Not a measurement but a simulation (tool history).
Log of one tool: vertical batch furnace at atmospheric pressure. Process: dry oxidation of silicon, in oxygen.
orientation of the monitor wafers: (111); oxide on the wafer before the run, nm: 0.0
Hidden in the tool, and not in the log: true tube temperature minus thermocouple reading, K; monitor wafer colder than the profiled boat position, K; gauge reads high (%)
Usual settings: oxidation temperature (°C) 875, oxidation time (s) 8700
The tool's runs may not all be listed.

run     day  oxidation temperature (°C)  oxidation time (s)  wafers since the last listed run  hours since the last temperature calibration  hours since the boat lift was adjusted  hours since the gauge calibration  read-back reference wafer on the same gauge, thickness  oxide thickness on the monitor wafer (Å)
  1       0                         875                8700                                 0                                        4209.8                                  5078.5                              185.3                                                   44.46                                     379.4
  2   1.121                         875                8700                               182                                        4236.7                                  5105.4                              212.2                                                    44.5                                     377.3
  3   1.929                         875                8700                               131                                        4256.1                                  5124.8                              231.6                                                   44.48                                     377.3
  4     2.5                         875                8700                                92                                        4269.8                                  5138.5                              245.3                                                   44.46                                       379
      2.642  -- gauge calibrated
  5     3.4                         875                8700                               146                                        4291.4                                  5160.1                               18.2                                                    44.5                                     377.8
      4.946  -- boat lift adjusted
  6   4.967                         875                8700                                92                                          4329                                     0.5                               55.8                                                   44.48                                     377.9
  7    5.25                         875                7710                                46                                        4335.8                                     7.3                               62.6                                                   44.51                                     346.9
  8    5.85                         875                7710                                97                                        4350.2                                    21.7                                 77                                                   44.52                                       347
  9   6.867                         875                8700                               165                                        4374.6                                    46.1                              101.4                                                   44.49                                     376.5
      7.988  -- thermocouples replaced and temperature profile calibrated
 10   8.008                         875                8700                                23                                           0.5                                    73.5                              128.8                                                   44.52                                     377.6
 11     8.6                         875                8700                                96                                          14.7                                    87.7                                143                                                   44.51                                     378.9
 12   9.508                         875                8700                               147                                          36.5                                   109.5                              164.8                                                   44.49                                     377.8
 13  10.188                         855                7320                               110                                          52.8                                   125.8                              181.1                                                   44.49                                       271
 14  11.179                         862                8700                               161                                          76.6                                   149.6                              204.9                                                   44.49                                     326.9
 15  11.829                         875                8700                               105                                          92.2                                   165.2                              220.5                                                   44.52                                     378.9
     12.217  -- gauge calibrated
 16  12.508                         851               12510                               110                                         108.5                                   181.5                                  7                                                   44.51                                     375.3
 17  13.492                         875                7140                               160                                         132.1                                   205.1                               30.6                                                   44.46                                     329.5
 18      14                         864                4980                                82                                         144.3                                   217.3                               42.8                                                   44.47                                     227.2
 19   15.55                         895                6660                               252                                         181.5                                   254.5                                 80                                                    44.5                                     386.5
 20  16.058                         875               11070                                82                                         193.7                                   266.7                               92.2                                                   44.53                                     447.6

Forecast each of these 4 alternatives for the next run:
  A  16.342                         875                4500                                46                                         200.5                                   273.5                                 99                                                       ?                                         ?
  B  16.342                         883                7200                                46                                         200.5                                   273.5                                 99                                                       ?                                         ?
  C  16.342                         899               12750                                46                                         200.5                                   273.5                                 99                                                       ?                                         ?
  D  16.342                         852               12930                                46                                         200.5                                   273.5                                 99                                                       ?                                         ?

run  read-back reference wafer on the same gauge, thickness  oxide thickness on the monitor wafer (Å)
  A                                                   44.48                                       240
  B                                                   44.48                                     362.2
  C                                                   44.48                                       636
  D                                                   44.48                                     390.2
Without the tool's hidden state the same runs would have given:
run  oxide thickness on the monitor wafer (Å)
  A                                       240
  B                                     362.2
  C                                       636
  D                                     390.2

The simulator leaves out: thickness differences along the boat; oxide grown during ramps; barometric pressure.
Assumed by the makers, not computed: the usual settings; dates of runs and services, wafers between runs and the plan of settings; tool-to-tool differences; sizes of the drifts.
